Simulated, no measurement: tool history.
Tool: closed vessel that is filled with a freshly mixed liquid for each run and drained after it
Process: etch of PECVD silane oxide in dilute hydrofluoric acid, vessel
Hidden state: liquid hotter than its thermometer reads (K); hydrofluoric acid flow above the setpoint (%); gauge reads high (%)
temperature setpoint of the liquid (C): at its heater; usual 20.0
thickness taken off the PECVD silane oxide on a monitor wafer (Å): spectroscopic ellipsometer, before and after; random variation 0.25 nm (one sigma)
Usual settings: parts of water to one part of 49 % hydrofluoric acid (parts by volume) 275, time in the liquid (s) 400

run	day	temperature setpoint of the liquid (C)	parts of water to one part of 49 % hydrofluoric acid (parts by volume)	time in the liquid (s)	wafers since the last listed run	hours since the thermometer was replaced	hours since the hydrofluoric acid flow meter was replaced	hours since the gauge calibration	read-back film thickness of the PECVD silane oxide reference wafer, read on the same gauge (nm)	thickness taken off the PECVD silane oxide on a monitor wafer (Å)
1	0.000	20.0	275	400	0	1514.6	573.1	1101.4	103.35	297.1
2	3.925	20.0	275	400	6952	1608.8	667.3	1195.6	103.53	300.2
3	7.450	20.0	275	400	6243	1693.4	751.9	1280.2	103.57	294.8
4	10.408	20.0	275	400	5240	1764.4	822.9	1351.2	103.62	296.6
5	13.346	20.0	275	400	5203	1834.9	893.4	1421.7	103.68	295.6
6	17.192	20.0	275	400	6812	1927.2	985.7	1514.0	103.77	293.3
7	20.242	20.0	275	400	5402	2000.4	1058.9	1587.2	103.78	292.7
8	24.029	20.0	275	400	6708	2091.3	1149.8	1678.1	103.84	297.7
9	32.208	17.5	275	560	14487	2287.6	1346.1	1874.4	103.93	372.9
10	35.529	20.0	355	400	5882	2367.3	1425.8	1954.1	103.95	218.4
11	39.517	20.0	355	400	7063	2463.0	1521.5	2049.8	104.02	213.6
12	42.846	20.0	355	400	5897	2542.9	1601.4	2129.7	103.97	217.4
13	45.646	20.0	195	400	4959	2610.1	1668.6	2196.9	104.02	447.6
14	48.975	20.0	195	400	5897	2690.0	1748.5	2276.8	104.06	449.8
# day 50.646: thermometer replaced
15	52.850	20.0	195	400	6790	52.9	1841.5	2369.8	104.09	455.3
# day 55.671: gauge calibrated
16	57.258	20.0	275	205	7808	158.7	1947.3	38.1	100.46	143.8
17	59.567	20.0	310	190	4088	214.1	2002.7	93.5	100.70	116.2
18	62.383	24.0	205	400	4989	281.7	2070.3	161.1	101.02	478.2
# day 63.208: hydrofluoric acid flow meter replaced
19	66.196	24.0	210	500	6679	373.2	71.7	252.6	101.40	588.8
20	70.504	21.5	135	630	7631	476.6	175.1	356.0	101.80	1134.8
21	74.550	20.0	275	400	7166	573.7	272.2	453.1	102.09	292.1
22	76.529	17.5	275	595	3505	621.2	319.7	500.6	102.21	396.4
23	79.629	23.0	315	585	5491	695.6	394.1	575.0	102.40	405.2
24	82.612	20.0	275	400	5284	767.2	465.7	646.6	102.57	290.8
25	85.062	21.5	385	220	4339	826.0	524.5	705.4	102.67	109.2

Forecast run 26:
26	88.300	17.0	185	400	5734	903.7	602.2	783.1	?	?

Run 26 gave read-back film thickness of the PECVD silane oxide reference wafer, read on the same gauge (nm) 102.83, thickness taken off the PECVD silane oxide on a monitor wafer (Å) 425.8.
Without the tool's hidden state the same run would have given thickness taken off the PECVD silane oxide on a monitor wafer (Å) 414.1.

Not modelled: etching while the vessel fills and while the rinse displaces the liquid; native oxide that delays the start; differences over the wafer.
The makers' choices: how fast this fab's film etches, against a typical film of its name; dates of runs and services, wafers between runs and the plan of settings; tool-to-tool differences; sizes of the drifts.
